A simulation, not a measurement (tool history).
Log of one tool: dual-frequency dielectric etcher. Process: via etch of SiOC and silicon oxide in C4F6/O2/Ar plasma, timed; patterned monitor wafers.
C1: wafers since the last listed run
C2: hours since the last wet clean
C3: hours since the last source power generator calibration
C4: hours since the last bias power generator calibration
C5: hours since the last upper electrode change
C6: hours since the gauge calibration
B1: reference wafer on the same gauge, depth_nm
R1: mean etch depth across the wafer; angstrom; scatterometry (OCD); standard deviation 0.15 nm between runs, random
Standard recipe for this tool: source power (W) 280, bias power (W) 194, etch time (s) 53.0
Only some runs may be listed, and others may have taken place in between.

run 1 hour=0.0 | source_power_(W)=280 bias_power_(W)=231 etch_time_(s)=53.0 | C1=0 C2=465.1 C3=2068.6 C4=4732.5 C5=5183.8 C6=551.3 | B1=58.8 | R1=530
run 2 hour=11.2 | source_power_(W)=280 bias_power_(W)=231 etch_time_(s)=53.0 | C1=169 C2=476.3 C3=2079.8 C4=4743.7 C5=5195.0 C6=562.5 | B1=58.8 | R1=526
run 3 hour=32.4 | source_power_(W)=280 bias_power_(W)=231 etch_time_(s)=53.0 | C1=321 C2=497.5 C3=2101.0 C4=4764.9 C5=5216.2 C6=583.7 | B1=58.8 | R1=527
run 4 hour=45.1 | source_power_(W)=280 bias_power_(W)=194 etch_time_(s)=53.0 | C1=192 C2=510.2 C3=2113.7 C4=4777.6 C5=5228.9 C6=596.4 | B1=58.8 | R1=503
-- hour=48.9 gauge calibrated
run 5 hour=60.6 | source_power_(W)=280 bias_power_(W)=194 etch_time_(s)=53.0 | C1=234 C2=525.7 C3=2129.2 C4=4793.1 C5=5244.4 C6=11.7 | B1=58.8 | R1=502
-- hour=97.6 wet clean of the chamber
run 6 hour=98.1 | source_power_(W)=280 bias_power_(W)=194 etch_time_(s)=53.0 | C1=204 C2=0.5 C3=2166.7 C4=4830.6 C5=5281.9 C6=49.2 | B1=58.8 | R1=501
run 7 hour=98.4 | source_power_(W)=280 bias_power_(W)=194 etch_time_(s)=53.0 | C1=4 C2=0.8 C3=2167.0 C4=4830.9 C5=5282.2 C6=49.5 | B1=58.7 | R1=504
run 8 hour=98.8 | source_power_(W)=280 bias_power_(W)=194 etch_time_(s)=53.0 | C1=6 C2=1.2 C3=2167.4 C4=4831.3 C5=5282.6 C6=49.9 | B1=58.8 | R1=505
run 9 hour=108.9 | source_power_(W)=280 bias_power_(W)=194 etch_time_(s)=53.0 | C1=153 C2=11.3 C3=2177.5 C4=4841.4 C5=5292.7 C6=60.0 | B1=58.8 | R1=504
run 10 hour=118.1 | source_power_(W)=280 bias_power_(W)=194 etch_time_(s)=53.0 | C1=139 C2=20.5 C3=2186.7 C4=4850.6 C5=5301.9 C6=69.2 | B1=58.8 | R1=503
-- hour=123.2 bias power generator calibrated
run 11 hour=133.8 | source_power_(W)=280 bias_power_(W)=159 etch_time_(s)=59.0 | C1=177 C2=36.2 C3=2202.4 C4=10.6 C5=5317.6 C6=84.9 | B1=58.8 | R1=532
run 12 hour=142.6 | source_power_(W)=320 bias_power_(W)=164 etch_time_(s)=65.0 | C1=133 C2=45.0 C3=2211.2 C4=19.4 C5=5326.4 C6=93.7 | B1=58.7 | R1=606
-- hour=160.2 source power generator calibrated
run 13 hour=160.7 | source_power_(W)=220 bias_power_(W)=194 etch_time_(s)=53.0 | C1=213 C2=63.1 C3=0.5 C4=37.5 C5=5344.5 C6=111.8 | B1=58.8 | R1=477
run 14 hour=165.7 | source_power_(W)=280 bias_power_(W)=194 etch_time_(s)=53.0 | C1=75 C2=68.1 C3=5.5 C4=42.5 C5=5349.5 C6=116.8 | B1=58.8 | R1=501
run 15 hour=175.2 | source_power_(W)=260 bias_power_(W)=194 etch_time_(s)=53.0 | C1=143 C2=77.6 C3=15.0 C4=52.0 C5=5359.0 C6=126.3 | B1=58.8 | R1=494
-- hour=212.0 upper electrode replaced
run 16 hour=212.5 | source_power_(W)=280 bias_power_(W)=194 etch_time_(s)=53.0 | C1=201 C2=114.9 C3=52.3 C4=89.3 C5=0.5 C6=163.6 | B1=58.8 | R1=501
run 17 hour=212.8 | source_power_(W)=280 bias_power_(W)=175 etch_time_(s)=45.0 | C1=4 C2=115.2 C3=52.6 C4=89.6 C5=0.8 C6=163.9 | B1=58.8 | R1=416
run 18 hour=213.2 | source_power_(W)=250 bias_power_(W)=207 etch_time_(s)=53.0 | C1=6 C2=115.6 C3=53.0 C4=90.0 C5=1.2 C6=164.3 | B1=58.8 | R1=499
run 19 hour=229.2 | source_power_(W)=280 bias_power_(W)=167 etch_time_(s)=53.0 | C1=242 C2=131.6 C3=69.0 C4=106.0 C5=17.2 C6=180.3 | B1=58.8 | R1=485
run 20 hour=240.7 | source_power_(W)=280 bias_power_(W)=194 etch_time_(s)=53.0 | C1=174 C2=143.1 C3=80.5 C4=117.5 C5=28.7 C6=191.8 | B1=58.8 | R1=506
run 21 hour=247.7 | source_power_(W)=280 bias_power_(W)=194 etch_time_(s)=53.0 | C1=106 C2=150.1 C3=87.5 C4=124.5 C5=35.7 C6=198.8 | B1=58.8 | R1=504
run 22 hour=261.1 | source_power_(W)=280 bias_power_(W)=194 etch_time_(s)=53.0 | C1=203 C2=163.5 C3=100.9 C4=137.9 C5=49.1 C6=212.2 | B1=58.8 | R1=502
run 23 hour=277.3 | source_power_(W)=330 bias_power_(W)=215 etch_time_(s)=63.0 | C1=245 C2=179.7 C3=117.1 C4=154.1 C5=65.3 C6=228.4 | B1=58.8 | R1=637
run 24 hour=290.4 | source_power_(W)=280 bias_power_(W)=194 etch_time_(s)=53.0 | C1=198 C2=192.8 C3=130.2 C4=167.2 C5=78.4 C6=241.5 | B1=58.8 | R1=501
run 25 hour=303.5 | source_power_(W)=300 bias_power_(W)=194 etch_time_(s)=53.0 | C1=198 C2=205.9 C3=143.3 C4=180.3 C5=91.5 C6=254.6 | B1=58.9 | R1=512
run 26 hour=319.4 | source_power_(W)=280 bias_power_(W)=194 etch_time_(s)=53.0 | C1=240 C2=221.8 C3=159.2 C4=196.2 C5=107.4 C6=270.5 | B1=58.8 | R1=502
run 27 hour=348.6 | source_power_(W)=240 bias_power_(W)=206 etch_time_(s)=58.5 | C1=442 C2=251.0 C3=188.4 C4=225.4 C5=136.6 C6=299.7 | B1=58.8 | R1=545
run 28 hour=366.6 | source_power_(W)=300 bias_power_(W)=212 etch_time_(s)=40.5 | C1=272 C2=269.0 C3=206.4 C4=243.4 C5=154.6 C6=317.7 | B1=58.8 | R1=400
run 29 hour=382.7 | source_power_(W)=340 bias_power_(W)=147 etch_time_(s)=62.0 | C1=243 C2=285.1 C3=222.5 C4=259.5 C5=170.7 C6=333.8 | B1=58.8 | R1=578
run 30 hour=397.8 | source_power_(W)=280 bias_power_(W)=194 etch_time_(s)=53.0 | C1=228 C2=300.2 C3=237.6 C4=274.6 C5=185.8 C6=348.9 | B1=58.8 | R1=501
run 31 hour=414.8 | source_power_(W)=310 bias_power_(W)=161 etch_time_(s)=58.5 | C1=257 C2=317.2 C3=254.6 C4=291.6 C5=202.8 C6=365.9 | B1=58.8 | R1=538

Describe how what the log doesn't record of the tool's condition differs between the last listed run preceding each entry between runs and the first listed run following it.
Runs 4 to 5: gauge calibrated (hour 48.9)
  no difference in the tool's unlogged condition between these two runs
Runs 5 to 6: wet clean of the chamber (hour 97.6)
  no difference in the tool's unlogged condition between these two runs
Runs 10 to 11: bias power generator calibrated (hour 123.2)
  no difference in the tool's unlogged condition between these two runs
Runs 12 to 13: source power generator calibrated (hour 160.2)
  no difference in the tool's unlogged condition between these two runs
Runs 15 to 16: upper electrode replaced (hour 212.0)
  no difference in the tool's unlogged condition between these two runs
